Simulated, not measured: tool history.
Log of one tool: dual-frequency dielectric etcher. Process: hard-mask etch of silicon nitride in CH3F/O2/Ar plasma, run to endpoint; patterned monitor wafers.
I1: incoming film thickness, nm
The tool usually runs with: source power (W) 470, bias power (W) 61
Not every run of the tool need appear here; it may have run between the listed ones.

run 1 hour=0.0 | source_power_(W)=470 bias_power_(W)=49 | I1=37.95 | endpoint_time_(s)=59.0
run 2 hour=7.8 | source_power_(W)=470 bias_power_(W)=49 | I1=37.45 | endpoint_time_(s)=58.6
run 3 hour=24.2 | source_power_(W)=420 bias_power_(W)=69 | I1=37.81 | endpoint_time_(s)=56.9
run 4 hour=34.4 | source_power_(W)=420 bias_power_(W)=69 | I1=37.52 | endpoint_time_(s)=56.4
run 5 hour=51.4 | source_power_(W)=470 bias_power_(W)=61 | I1=37.02 | endpoint_time_(s)=55.0
run 6 hour=68.4 | source_power_(W)=470 bias_power_(W)=61 | I1=37.60 | endpoint_time_(s)=56.3
run 7 hour=76.6 | source_power_(W)=520 bias_power_(W)=65 | I1=37.59 | endpoint_time_(s)=54.2
run 8 hour=88.8 | source_power_(W)=520 bias_power_(W)=65 | I1=37.40 | endpoint_time_(s)=54.1
run 9 hour=113.5 | source_power_(W)=520 bias_power_(W)=65 | I1=37.34 | endpoint_time_(s)=53.8
run 10 hour=119.8 | source_power_(W)=470 bias_power_(W)=61 | I1=37.90 | endpoint_time_(s)=56.5
run 11 hour=129.1 | source_power_(W)=470 bias_power_(W)=61 | I1=37.64 | endpoint_time_(s)=56.0
run 12 hour=144.3 | source_power_(W)=470 bias_power_(W)=61 | I1=37.69 | endpoint_time_(s)=56.3
run 13 hour=152.1 | source_power_(W)=470 bias_power_(W)=61 | I1=37.46 | endpoint_time_(s)=55.8
run 14 hour=167.9 | source_power_(W)=470 bias_power_(W)=61 | I1=37.56 | endpoint_time_(s)=56.0
run 15 hour=202.0 | source_power_(W)=370 bias_power_(W)=54 | I1=37.17 | endpoint_time_(s)=60.7
run 16 hour=202.3 | source_power_(W)=520 bias_power_(W)=51 | I1=37.13 | endpoint_time_(s)=56.6
run 17 hour=203.8 | source_power_(W)=370 bias_power_(W)=53 | I1=37.34 | endpoint_time_(s)=61.0
run 18 hour=221.6 | source_power_(W)=470 bias_power_(W)=61 | I1=37.08 | endpoint_time_(s)=56.6
run 19 hour=237.0 | source_power_(W)=430 bias_power_(W)=65 | I1=37.69 | endpoint_time_(s)=57.8
run 20 hour=247.3 | source_power_(W)=570 bias_power_(W)=61 | I1=37.96 | endpoint_time_(s)=55.1
run 21 hour=259.8 | source_power_(W)=470 bias_power_(W)=61 | I1=37.92 | endpoint_time_(s)=57.3
run 22 hour=268.0 | source_power_(W)=470 bias_power_(W)=61 | I1=37.08 | endpoint_time_(s)=56.3
run 23 hour=275.8 | source_power_(W)=400 bias_power_(W)=61 | I1=37.25 | endpoint_time_(s)=58.8
run 24 hour=285.4 | source_power_(W)=360 bias_power_(W)=61 | I1=37.38 | endpoint_time_(s)=59.7
run 25 hour=294.7 | source_power_(W)=520 bias_power_(W)=52 | I1=37.54 | endpoint_time_(s)=57.1
run 26 hour=302.4 | source_power_(W)=420 bias_power_(W)=48 | I1=37.50 | endpoint_time_(s)=60.1
run 27 hour=320.2 | source_power_(W)=430 bias_power_(W)=48 | I1=37.60 | endpoint_time_(s)=60.3

Removed from this log: 4 entries logged between the listed runs. Between which two listed runs does each belong, and how does the tool's hidden state at the listed run before it compare with that at the listed run after it?
Between runs 8 and 9: upper electrode replaced (hour 113.0)
  etch rate over this chamber's usual, %: 1.67 -> 1.84
  difference, measured minus the result without the unlogged condition, endpoint time (s): -0.9 -> -1.0
Between runs 9 and 10: source power generator calibrated (hour 119.1)
  etch rate over this chamber's usual, %: 1.84 -> 1.89
  difference, measured minus the result without the unlogged condition, endpoint time (s): -1.0 -> -1.0
Between runs 14 and 15: wet clean of the chamber (hour 201.5)
  etch rate over this chamber's usual, %: 2.21 -> -0.304
  difference, measured minus the result without the unlogged condition, endpoint time (s): -1.2 -> +0.1
Between runs 18 and 19: bias power generator calibrated (hour 228.2)
  etch rate over this chamber's usual, %: -0.171 -> -0.0654
  difference, measured minus the result without the unlogged condition, endpoint time (s): +0.1 -> +0.0
